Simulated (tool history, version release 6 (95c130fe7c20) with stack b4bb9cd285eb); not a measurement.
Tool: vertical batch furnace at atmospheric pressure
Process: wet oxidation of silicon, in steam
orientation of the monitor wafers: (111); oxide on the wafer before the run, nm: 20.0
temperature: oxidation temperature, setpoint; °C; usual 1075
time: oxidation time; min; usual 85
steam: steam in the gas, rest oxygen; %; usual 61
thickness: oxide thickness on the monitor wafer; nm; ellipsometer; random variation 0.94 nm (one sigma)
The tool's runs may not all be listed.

run,day,temperature,time,steam,wafers since the last listed run,hours since the last temperature calibration,hours since the steam generator was serviced,hours since the gauge calibration,"read-back reference wafer on the same gauge, thickness",thickness
1,0,1075,85,68,0,4600.1,2692.5,184.4,615.33,673.87
2,1.354,1075,85,68,278,4632.6,2725,216.9,615.74,673.28
3,2.583,1075,85,68,253,4662.1,2754.5,246.4,615.69,671.95
4,3.421,1075,85,64,172,4682.2,2774.6,266.5,616.23,652.2
5,3.979,1075,85,64,115,4695.6,2788,279.9,616.22,651.65
# day 5.042: thermocouples replaced and temperature profile calibrated
# day 5.346: gauge calibrated
# day 5.483: steam generator serviced
6,5.504,1075,85,61,16,11.1,0.5,3.8,608.81,627.81
7,6.029,1075,85,61,108,23.7,13.1,16.4,609.85,628.49
8,6.862,1097,101,49,171,43.7,33.1,36.4,611.04,662.72
9,8.121,1097,61.5,54,259,73.9,63.3,66.6,612.59,536.87
10,9.55,1063,69.5,69,294,108.2,97.6,100.9,613.45,579.26
11,10.742,1082,85,49,245,136.8,126.2,129.5,614.96,575.76
12,11.675,1066,69,64,192,159.2,148.6,151.9,615.27,561.14
13,12.796,1066,69,64,230,186.1,175.5,178.8,615.88,561.93
14,13.342,1063,69.5,69,112,199.2,188.6,191.9,615.7,580.71

3 ways to go on from here, each from the tool as it stands after run 14. What would each give?
A,13.604,1075,85,49,54,205.5,194.9,198.2,?,?
B,13.604,1065,123.5,51,54,205.5,194.9,198.2,?,?
C,13.604,1075,48,49,54,205.5,194.9,198.2,?,?

run,"read-back reference wafer on the same gauge, thickness",thickness
A,616.09,564.1
B,616.09,681.41
C,616.09,410.4
Without the tool's hidden state the same runs would have given:
run,thickness
A,556.72
B,672.49
C,405.03

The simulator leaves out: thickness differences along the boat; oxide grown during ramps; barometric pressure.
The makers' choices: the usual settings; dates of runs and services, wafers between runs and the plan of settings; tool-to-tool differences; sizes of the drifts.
